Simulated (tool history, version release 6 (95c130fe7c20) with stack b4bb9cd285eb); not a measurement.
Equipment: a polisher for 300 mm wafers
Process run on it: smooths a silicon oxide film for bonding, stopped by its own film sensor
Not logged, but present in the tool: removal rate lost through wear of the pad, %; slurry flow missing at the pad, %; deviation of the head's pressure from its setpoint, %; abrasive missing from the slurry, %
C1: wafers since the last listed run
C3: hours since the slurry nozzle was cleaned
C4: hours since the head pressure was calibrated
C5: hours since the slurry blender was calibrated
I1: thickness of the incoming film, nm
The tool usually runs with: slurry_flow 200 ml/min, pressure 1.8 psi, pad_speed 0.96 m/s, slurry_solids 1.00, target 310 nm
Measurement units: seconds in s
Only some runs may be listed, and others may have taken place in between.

{"run": 1, "day": 0.0, "slurry_flow": 200, "pressure": 1.8, "pad_speed": 0.96, "slurry_solids": 1.2, "target": 310, "C1": 0, "wafers polished on this pad": 317, "C3": 383.3, "C4": 1513.2, "C5": 102.1, "I1": 357.9, "seconds": 89.3}
{"run": 2, "day": 0.258, "slurry_flow": 200, "pressure": 1.8, "pad_speed": 0.96, "slurry_solids": 1.2, "target": 310, "C1": 34, "wafers polished on this pad": 352, "C3": 389.5, "C4": 1519.4, "C5": 108.3, "I1": 361.9, "seconds": 96.2}
{"run": 3, "day": 0.512, "slurry_flow": 200, "pressure": 1.8, "pad_speed": 0.96, "slurry_solids": 1.0, "target": 310, "C1": 33, "wafers polished on this pad": 386, "C3": 395.6, "C4": 1525.5, "C5": 114.4, "I1": 363.3, "seconds": 111.1}
{"day": 0.883, "done": "slurry blender recalibrated"}
{"run": 4, "day": 0.904, "slurry_flow": 200, "pressure": 1.8, "pad_speed": 0.96, "slurry_solids": 1.0, "target": 310, "C1": 41, "wafers polished on this pad": 427, "C3": 405.0, "C4": 1534.9, "C5": 0.5, "I1": 357.3, "seconds": 86.2}
{"run": 5, "day": 1.167, "slurry_flow": 200, "pressure": 1.8, "pad_speed": 0.96, "slurry_solids": 1.0, "target": 310, "C1": 35, "wafers polished on this pad": 462, "C3": 411.3, "C4": 1541.2, "C5": 6.8, "I1": 357.7, "seconds": 89.3}
{"run": 6, "day": 1.517, "slurry_flow": 200, "pressure": 1.8, "pad_speed": 0.76, "slurry_solids": 1.0, "target": 297, "C1": 46, "wafers polished on this pad": 509, "C3": 419.7, "C4": 1549.6, "C5": 15.2, "I1": 365.3, "seconds": 158.2}
{"run": 7, "day": 1.883, "slurry_flow": 200, "pressure": 1.8, "pad_speed": 0.76, "slurry_solids": 1.0, "target": 297, "C1": 48, "wafers polished on this pad": 558, "C3": 428.5, "C4": 1558.4, "C5": 24.0, "I1": 359.2, "seconds": 143.3}
{"day": 2.446, "done": "worn pad replaced by a new one"}
{"run": 8, "day": 2.467, "slurry_flow": 200, "pressure": 1.8, "pad_speed": 0.76, "slurry_solids": 1.0, "target": 297, "C1": 55, "wafers polished on this pad": 2, "C3": 442.5, "C4": 1572.4, "C5": 38.0, "I1": 363.6, "seconds": 156.3}
{"run": 9, "day": 3.025, "slurry_flow": 200, "pressure": 1.8, "pad_speed": 0.96, "slurry_solids": 0.9, "target": 310, "C1": 74, "wafers polished on this pad": 77, "C3": 455.9, "C4": 1585.8, "C5": 51.4, "I1": 358.8, "seconds": 103.9}
{"run": 10, "day": 3.546, "slurry_flow": 200, "pressure": 1.8, "pad_speed": 0.96, "slurry_solids": 0.75, "target": 310, "C1": 69, "wafers polished on this pad": 146, "C3": 468.4, "C4": 1598.3, "C5": 63.9, "I1": 360.9, "seconds": 124.1}
{"run": 11, "day": 4.033, "slurry_flow": 200, "pressure": 1.8, "pad_speed": 0.96, "slurry_solids": 1.0, "target": 310, "C1": 65, "wafers polished on this pad": 212, "C3": 480.1, "C4": 1610.0, "C5": 75.6, "I1": 354.6, "seconds": 89.9}
{"run": 12, "day": 4.396, "slurry_flow": 200, "pressure": 1.8, "pad_speed": 0.96, "slurry_solids": 1.0, "target": 310, "C1": 48, "wafers polished on this pad": 260, "C3": 488.8, "C4": 1618.7, "C5": 84.3, "I1": 357.7, "seconds": 94.5}
{"day": 4.796, "done": "head pressure recalibrated"}
{"day": 4.804, "done": "slurry nozzle cleaned"}
{"run": 13, "day": 5.042, "slurry_flow": 165, "pressure": 1.8, "pad_speed": 0.96, "slurry_solids": 1.15, "target": 310, "C1": 73, "wafers polished on this pad": 334, "C3": 5.7, "C4": 5.9, "C5": 99.8, "I1": 356.0, "seconds": 90.0}
{"run": 14, "day": 5.408, "slurry_flow": 200, "pressure": 1.8, "pad_speed": 0.76, "slurry_solids": 1.2, "target": 310, "C1": 48, "wafers polished on this pad": 383, "C3": 14.5, "C4": 14.7, "C5": 108.6, "I1": 355.2, "seconds": 103.1}
{"day": 5.504, "done": "slurry blender recalibrated"}
{"run": 15, "day": 6.104, "slurry_flow": 165, "pressure": 1.8, "pad_speed": 0.76, "slurry_solids": 1.0, "target": 299, "C1": 81, "wafers polished on this pad": 465, "C3": 31.2, "C4": 31.4, "C5": 14.4, "I1": 364.3, "seconds": 151.0}
{"run": 16, "day": 6.512, "slurry_flow": 200, "pressure": 2.3, "pad_speed": 1.04, "slurry_solids": 1.2, "target": 310, "C1": 54, "wafers polished on this pad": 519, "C3": 41.0, "C4": 41.2, "C5": 24.2, "I1": 359.6, "seconds": 66.4}
{"run": 17, "day": 6.808, "slurry_flow": 200, "pressure": 1.8, "pad_speed": 0.96, "slurry_solids": 1.0, "target": 310, "C1": 39, "wafers polished on this pad": 559, "C3": 48.1, "C4": 48.3, "C5": 31.3, "I1": 356.9, "seconds": 91.0}
{"day": 7.108, "done": "worn pad replaced by a new one"}
{"run": 18, "day": 7.442, "slurry_flow": 235, "pressure": 1.8, "pad_speed": 0.96, "slurry_solids": 0.9, "target": 305, "C1": 62, "wafers polished on this pad": 44, "C3": 63.3, "C4": 63.5, "C5": 46.5, "I1": 360.2, "seconds": 115.0}
{"run": 19, "day": 7.812, "slurry_flow": 200, "pressure": 1.8, "pad_speed": 0.96, "slurry_solids": 1.0, "target": 310, "C1": 49, "wafers polished on this pad": 93, "C3": 72.2, "C4": 72.4, "C5": 55.4, "I1": 355.8, "seconds": 91.9}

For each run, what was the tool's unlogged condition?
removal rate lost through wear of the pad, %: 0 across all the runs
slurry flow missing at the pad, %: 0 across all the runs
deviation of the head's pressure from its setpoint, %: 0 across all the runs
H1: abrasive missing from the slurry, %
run=1 H1=20.1
run=2 H1=20.3
run=3 H1=20.5
run=4 H1=0.416
run=5 H1=3.67
run=6 H1=7.23
run=7 H1=10.2
run=8 H1=13.6
run=9 H1=15.9
run=10 H1=17.4
run=11 H1=18.4
run=12 H1=19
run=13 H1=19.7
run=14 H1=20
run=15 H1=9.03
run=16 H1=12.3
run=17 H1=14.3
run=18 H1=17.3
run=19 H1=18.6
